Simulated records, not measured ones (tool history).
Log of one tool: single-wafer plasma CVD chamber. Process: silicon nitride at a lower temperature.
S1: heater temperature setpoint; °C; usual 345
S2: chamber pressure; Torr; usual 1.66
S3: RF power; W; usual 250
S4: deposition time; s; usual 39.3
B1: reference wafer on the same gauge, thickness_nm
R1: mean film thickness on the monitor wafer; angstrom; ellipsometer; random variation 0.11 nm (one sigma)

run    hour   S1    S2   S3    S4      B1      R1
  1     0.0  345  1.57  250  35.4  46.205  381.98
  2    99.6  345  1.66  210  39.3  46.222  375.94
  3   161.9  345  1.66  225  39.3  46.187  396.51
  4   208.3  345  1.66  225  39.3  46.213  395.43
  5   269.8  345  1.66  225  39.3  46.187  394.93
  6   320.8  345  1.52  250  39.3  46.191  421.39
  7   367.2  345  1.66  250  46.7  46.192  509.43
      399.8  -- thermocouple changed; heater temperature recalibrated
      405.9  -- showerhead replaced
      421.9  -- capacitance manometer re-zeroed and calibrated
  8   422.4  356  1.66  205  43.5  46.191  409.76
  9   469.5  345  1.66  250  39.3  46.192  434.01
 10   532.5  345  1.99  210  39.3  46.198  390.85
 11   587.7  345  1.30  200  39.3  46.197  348.22
      685.1  -- RF generator calibrated
 12   685.6  345  1.66  250  39.3  46.203  434.63
 13   741.7  345  1.66  265  39.3  46.196  452.02
 14   806.8  354  1.81  215  33.5  46.201  331.91
 15   894.5  349  1.29  290  33.1  46.199  388.29
      978.5  -- gauge calibrated
 16   983.0  335  1.26  250  33.3  46.197  349.55
 17  1084.7  349  1.29  290  33.1  46.185  388.87
 18  1172.4  345  1.66  230  35.1  46.197  363.39
 19  1233.1  351  1.66  265  35.8  46.215  409.79
 20  1312.2  345  1.66  225  39.3  46.200  395.71
 21  1389.5  345  1.88  250  45.2  46.169  508.41
     1413.9  -- thermocouple changed; heater temperature recalibrated
 22  1470.8  345  1.66  250  39.3  46.194  432.42
 23  1561.9  353  1.41  250  39.3  46.205  417.25
 24  1639.5  345  1.66  250  43.5  46.201  477.90
 25  1741.0  334  1.83  205  34.3  46.195  328.97
 26  1802.6  345  1.66  250  39.3  46.207  430.00
 27  1880.5  356  1.66  250  39.3  46.205  428.20

Forecast each of these 5 alternatives for the next run:
  A  1880.9  345  1.66  250  39.3   ?   ?
  B  1880.9  357  1.66  250  39.3   ?   ?
  C  1880.9  332  1.91  250  42.6   ?   ?
  D  1880.9  340  1.66  250  36.9   ?   ?
  E  1880.9  345  1.54  295  39.3   ?   ?

run      B1      R1
  A  46.204  430.66
  B  46.204  428.45
  C  46.204  481.64
  D  46.204  405.28
  E  46.204  480.43
Without the tool's hidden state the same runs would have given:
run      R1
  A  435.56
  B  433.32
  C  487.00
  D  409.89
  E  485.91

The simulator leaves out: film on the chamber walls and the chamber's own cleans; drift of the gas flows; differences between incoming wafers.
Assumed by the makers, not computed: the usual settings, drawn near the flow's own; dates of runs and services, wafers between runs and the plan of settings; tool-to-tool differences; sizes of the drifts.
